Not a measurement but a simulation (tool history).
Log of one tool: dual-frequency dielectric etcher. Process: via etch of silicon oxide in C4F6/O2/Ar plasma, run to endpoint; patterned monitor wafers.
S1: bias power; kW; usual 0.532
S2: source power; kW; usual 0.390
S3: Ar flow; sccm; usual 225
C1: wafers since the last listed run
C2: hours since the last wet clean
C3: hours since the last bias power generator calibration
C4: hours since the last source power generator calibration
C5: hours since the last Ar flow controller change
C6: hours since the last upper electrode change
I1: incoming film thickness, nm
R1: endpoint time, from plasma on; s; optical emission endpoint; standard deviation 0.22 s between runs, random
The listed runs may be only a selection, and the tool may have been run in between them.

{"run": 1, "hour": 0.0, "S1": 0.532, "S2": 0.39, "S3": 225, "C1": 0, "C2": 142.4, "C3": 2431.9, "C4": 3411.9, "C5": 1945.7, "C6": 5045.3, "I1": 176.0, "R1": 36.8}
{"run": 2, "hour": 87.0, "S1": 0.532, "S2": 0.39, "S3": 225, "C1": 837, "C2": 229.4, "C3": 2518.9, "C4": 3498.9, "C5": 2032.7, "C6": 5132.3, "I1": 175.7, "R1": 36.7}
{"run": 3, "hour": 206.1, "S1": 0.532, "S2": 0.39, "S3": 225, "C1": 1146, "C2": 348.5, "C3": 2638.0, "C4": 3618.0, "C5": 2151.8, "C6": 5251.4, "I1": 177.8, "R1": 36.0}
{"run": 4, "hour": 278.8, "S1": 0.532, "S2": 0.39, "S3": 225, "C1": 699, "C2": 421.2, "C3": 2710.7, "C4": 3690.7, "C5": 2224.5, "C6": 5324.1, "I1": 176.9, "R1": 36.1}
{"run": 5, "hour": 359.7, "S1": 0.532, "S2": 0.39, "S3": 225, "C1": 778, "C2": 502.1, "C3": 2791.6, "C4": 3771.6, "C5": 2305.4, "C6": 5405.0, "I1": 176.9, "R1": 35.7}
{"hour": 472.1, "done": "wet clean of the chamber"}
{"run": 6, "hour": 472.6, "S1": 0.532, "S2": 0.39, "S3": 225, "C1": 855, "C2": 0.5, "C3": 2904.5, "C4": 3884.5, "C5": 2418.3, "C6": 5517.9, "I1": 177.3, "R1": 36.7}
{"run": 7, "hour": 489.4, "S1": 0.532, "S2": 0.39, "S3": 225, "C1": 161, "C2": 17.3, "C3": 2921.3, "C4": 3901.3, "C5": 2435.1, "C6": 5534.7, "I1": 175.2, "R1": 36.0}
{"hour": 513.3, "done": "bias power generator calibrated"}
{"run": 8, "hour": 553.4, "S1": 0.532, "S2": 0.39, "S3": 225, "C1": 577, "C2": 81.3, "C3": 40.1, "C4": 3965.3, "C5": 2499.1, "C6": 5598.7, "I1": 175.2, "R1": 35.7}
{"run": 9, "hour": 591.6, "S1": 0.532, "S2": 0.41, "S3": 225, "C1": 367, "C2": 119.5, "C3": 78.3, "C4": 4003.5, "C5": 2537.3, "C6": 5636.9, "I1": 178.2, "R1": 35.9}
{"run": 10, "hour": 642.0, "S1": 0.532, "S2": 0.39, "S3": 195, "C1": 485, "C2": 169.9, "C3": 128.7, "C4": 4053.9, "C5": 2587.7, "C6": 5687.3, "I1": 176.5, "R1": 35.3}
{"hour": 751.4, "done": "source power generator calibrated"}
{"run": 11, "hour": 751.9, "S1": 0.532, "S2": 0.39, "S3": 195, "C1": 1019, "C2": 279.8, "C3": 238.6, "C4": 0.5, "C5": 2697.6, "C6": 5797.2, "I1": 177.7, "R1": 35.3}
{"run": 12, "hour": 851.0, "S1": 0.434, "S2": 0.48, "S3": 173, "C1": 953, "C2": 378.9, "C3": 337.7, "C4": 99.6, "C5": 2796.7, "C6": 5896.3, "I1": 176.6, "R1": 33.3}
{"run": 13, "hour": 936.8, "S1": 0.494, "S2": 0.39, "S3": 269, "C1": 825, "C2": 464.7, "C3": 423.5, "C4": 185.4, "C5": 2882.5, "C6": 5982.1, "I1": 177.2, "R1": 37.4}
{"run": 14, "hour": 982.8, "S1": 0.532, "S2": 0.39, "S3": 169, "C1": 442, "C2": 510.7, "C3": 469.5, "C4": 231.4, "C5": 2928.5, "C6": 6028.1, "I1": 175.7, "R1": 33.1}
{"hour": 1019.8, "done": "Ar flow controller replaced"}
{"hour": 1069.0, "done": "upper electrode replaced"}
{"hour": 1080.5, "done": "wet clean of the chamber"}
{"run": 15, "hour": 1081.0, "S1": 0.465, "S2": 0.36, "S3": 246, "C1": 545, "C2": 0.5, "C3": 567.7, "C4": 329.6, "C5": 61.2, "C6": 12.0, "I1": 177.3, "R1": 39.7}
{"run": 16, "hour": 1124.3, "S1": 0.441, "S2": 0.39, "S3": 248, "C1": 416, "C2": 43.8, "C3": 611.0, "C4": 372.9, "C5": 104.5, "C6": 55.3, "I1": 176.8, "R1": 38.9}
{"run": 17, "hour": 1183.5, "S1": 0.59, "S2": 0.39, "S3": 225, "C1": 569, "C2": 103.0, "C3": 670.2, "C4": 432.1, "C5": 163.7, "C6": 114.5, "I1": 176.8, "R1": 35.9}
{"run": 18, "hour": 1288.6, "S1": 0.532, "S2": 0.39, "S3": 225, "C1": 1011, "C2": 208.1, "C3": 775.3, "C4": 537.2, "C5": 268.8, "C6": 219.6, "I1": 176.2, "R1": 36.4}
{"run": 19, "hour": 1390.3, "S1": 0.421, "S2": 0.45, "S3": 272, "C1": 978, "C2": 309.8, "C3": 877.0, "C4": 638.9, "C5": 370.5, "C6": 321.3, "I1": 177.1, "R1": 37.4}
{"run": 20, "hour": 1496.0, "S1": 0.532, "S2": 0.39, "S3": 225, "C1": 1017, "C2": 415.5, "C3": 982.7, "C4": 744.6, "C5": 476.2, "C6": 427.0, "I1": 176.5, "R1": 35.7}
{"hour": 1552.2, "done": "wet clean of the chamber"}
{"run": 21, "hour": 1552.7, "S1": 0.41, "S2": 0.45, "S3": 262, "C1": 314, "C2": 0.5, "C3": 1039.4, "C4": 801.3, "C5": 532.9, "C6": 483.7, "I1": 176.8, "R1": 38.1}
{"run": 22, "hour": 1604.7, "S1": 0.442, "S2": 0.39, "S3": 189, "C1": 500, "C2": 52.5, "C3": 1091.4, "C4": 853.3, "C5": 584.9, "C6": 535.7, "I1": 177.2, "R1": 37.7}
{"run": 23, "hour": 1701.5, "S1": 0.454, "S2": 0.49, "S3": 225, "C1": 931, "C2": 149.3, "C3": 1188.2, "C4": 950.1, "C5": 681.7, "C6": 632.5, "I1": 178.1, "R1": 35.2}
{"run": 24, "hour": 1771.4, "S1": 0.574, "S2": 0.31, "S3": 225, "C1": 672, "C2": 219.2, "C3": 1258.1, "C4": 1020.0, "C5": 751.6, "C6": 702.4, "I1": 176.3, "R1": 38.8}
{"run": 25, "hour": 1822.4, "S1": 0.532, "S2": 0.39, "S3": 225, "C1": 490, "C2": 270.2, "C3": 1309.1, "C4": 1071.0, "C5": 802.6, "C6": 753.4, "I1": 178.3, "R1": 36.5}
{"run": 26, "hour": 1896.6, "S1": 0.532, "S2": 0.34, "S3": 225, "C1": 714, "C2": 344.4, "C3": 1383.3, "C4": 1145.2, "C5": 876.8, "C6": 827.6, "I1": 176.3, "R1": 38.1}
{"run": 27, "hour": 1981.0, "S1": 0.532, "S2": 0.39, "S3": 225, "C1": 812, "C2": 428.8, "C3": 1467.7, "C4": 1229.6, "C5": 961.2, "C6": 912.0, "I1": 175.3, "R1": 36.1}
{"hour": 2071.6, "done": "wet clean of the chamber"}
{"run": 28, "hour": 2079.6, "S1": 0.443, "S2": 0.44, "S3": 186, "C1": 718, "C2": 8.0, "C3": 1566.3, "C4": 1328.2, "C5": 1059.8, "C6": 1010.6, "I1": 178.6, "R1": 35.6}
{"run": 29, "hour": 2175.3, "S1": 0.632, "S2": 0.42, "S3": 225, "C1": 921, "C2": 103.7, "C3": 1662.0, "C4": 1423.9, "C5": 1155.5, "C6": 1106.3, "I1": 176.9, "R1": 34.1}

Below are 4 alternative next runs, each starting from the tool's condition after run 29. Predict each:
{"run": "A", "hour": 2175.7, "S1": 0.532, "S2": 0.39, "S3": 225, "C1": 3, "C2": 104.1, "C3": 1662.4, "C4": 1424.3, "C5": 1155.9, "C6": 1106.7, "I1": 177.1, "R1": "?"}
{"run": "B", "hour": 2175.7, "S1": 0.532, "S2": 0.31, "S3": 247, "C1": 3, "C2": 104.1, "C3": 1662.4, "C4": 1424.3, "C5": 1155.9, "C6": 1106.7, "I1": 177.1, "R1": "?"}
{"run": "C", "hour": 2175.7, "S1": 0.532, "S2": 0.46, "S3": 225, "C1": 3, "C2": 104.1, "C3": 1662.4, "C4": 1424.3, "C5": 1155.9, "C6": 1106.7, "I1": 177.1, "R1": "?"}
{"run": "D", "hour": 2175.7, "S1": 0.65, "S2": 0.45, "S3": 225, "C1": 3, "C2": 104.1, "C3": 1662.4, "C4": 1424.3, "C5": 1155.9, "C6": 1106.7, "I1": 177.1, "R1": "?"}

run=A R1=36.8
run=B R1=40.6
run=C R1=34.6
run=D R1=33.2
With the hidden condition removed and each run's random variation left untouched, the same runs would have given:
run=A R1=37.0
run=B R1=40.8
run=C R1=34.8
run=D R1=33.4
